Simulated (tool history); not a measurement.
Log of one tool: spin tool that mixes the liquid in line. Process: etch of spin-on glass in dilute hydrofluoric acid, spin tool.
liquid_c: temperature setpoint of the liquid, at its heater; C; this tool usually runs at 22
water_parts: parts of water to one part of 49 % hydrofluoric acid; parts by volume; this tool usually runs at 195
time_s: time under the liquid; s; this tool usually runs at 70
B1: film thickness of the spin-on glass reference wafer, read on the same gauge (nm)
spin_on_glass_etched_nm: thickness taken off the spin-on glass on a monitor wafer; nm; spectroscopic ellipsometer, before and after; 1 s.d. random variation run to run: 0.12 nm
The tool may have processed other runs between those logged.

run 1 hour=0 | liquid_c=22 water_parts=195 time_s=70 | B1=40 | spin_on_glass_etched_nm=12.97
run 2 hour=35.3 | liquid_c=22 water_parts=195 time_s=70 | B1=40.02 | spin_on_glass_etched_nm=13.2
run 3 hour=75 | liquid_c=22 water_parts=195 time_s=70 | B1=39.99 | spin_on_glass_etched_nm=13.17
run 4 hour=125.1 | liquid_c=22 water_parts=195 time_s=70 | B1=40.01 | spin_on_glass_etched_nm=13.04
run 5 hour=158.4 | liquid_c=22 water_parts=195 time_s=70 | B1=39.99 | spin_on_glass_etched_nm=13.15
run 6 hour=221.6 | liquid_c=22 water_parts=195 time_s=70 | B1=40 | spin_on_glass_etched_nm=13.09
run 7 hour=275.3 | liquid_c=23.5 water_parts=195 time_s=70 | B1=40.02 | spin_on_glass_etched_nm=13.85
run 8 hour=317.5 | liquid_c=23.5 water_parts=195 time_s=70 | B1=40.01 | spin_on_glass_etched_nm=14.01
-- hour=343.8 thermometer replaced
run 9 hour=344.1 | liquid_c=22 water_parts=260 time_s=50 | B1=40.03 | spin_on_glass_etched_nm=6.57
run 10 hour=391.9 | liquid_c=22 water_parts=260 time_s=50 | B1=39.96 | spin_on_glass_etched_nm=6.56
run 11 hour=433.7 | liquid_c=27 water_parts=235 time_s=90 | B1=39.98 | spin_on_glass_etched_nm=16.39
run 12 hour=473.3 | liquid_c=20 water_parts=115 time_s=45 | B1=39.97 | spin_on_glass_etched_nm=14.36
-- hour=503.8 gauge calibrated
run 13 hour=518.4 | liquid_c=27 water_parts=235 time_s=90 | B1=39.98 | spin_on_glass_etched_nm=15.84
run 14 hour=545.2 | liquid_c=22 water_parts=195 time_s=70 | B1=40 | spin_on_glass_etched_nm=13.22
-- hour=563.4 hydrofluoric acid flow meter replaced
run 15 hour=614.2 | liquid_c=22 water_parts=195 time_s=70 | B1=40.02 | spin_on_glass_etched_nm=12.84
run 16 hour=639.3 | liquid_c=20 water_parts=160 time_s=45 | B1=40.01 | spin_on_glass_etched_nm=9.85
run 17 hour=668.2 | liquid_c=22 water_parts=195 time_s=40 | B1=39.97 | spin_on_glass_etched_nm=7.53
run 18 hour=826.4 | liquid_c=27 water_parts=140 time_s=70 | B1=40.01 | spin_on_glass_etched_nm=23.9
run 19 hour=880.9 | liquid_c=22 water_parts=195 time_s=50 | B1=40 | spin_on_glass_etched_nm=9.42
run 20 hour=923.6 | liquid_c=22 water_parts=195 time_s=70 | B1=40 | spin_on_glass_etched_nm=13.12
run 21 hour=950.5 | liquid_c=22 water_parts=240 time_s=55 | B1=40.01 | spin_on_glass_etched_nm=8.1

List, for all runs, the conditions of the tool that the log does not record:
liquid hotter than its thermometer reads (K): 0 at every run
hydrofluoric acid flow below the setpoint (%): 0 at every run
gauge reads high (%): 0 at every run
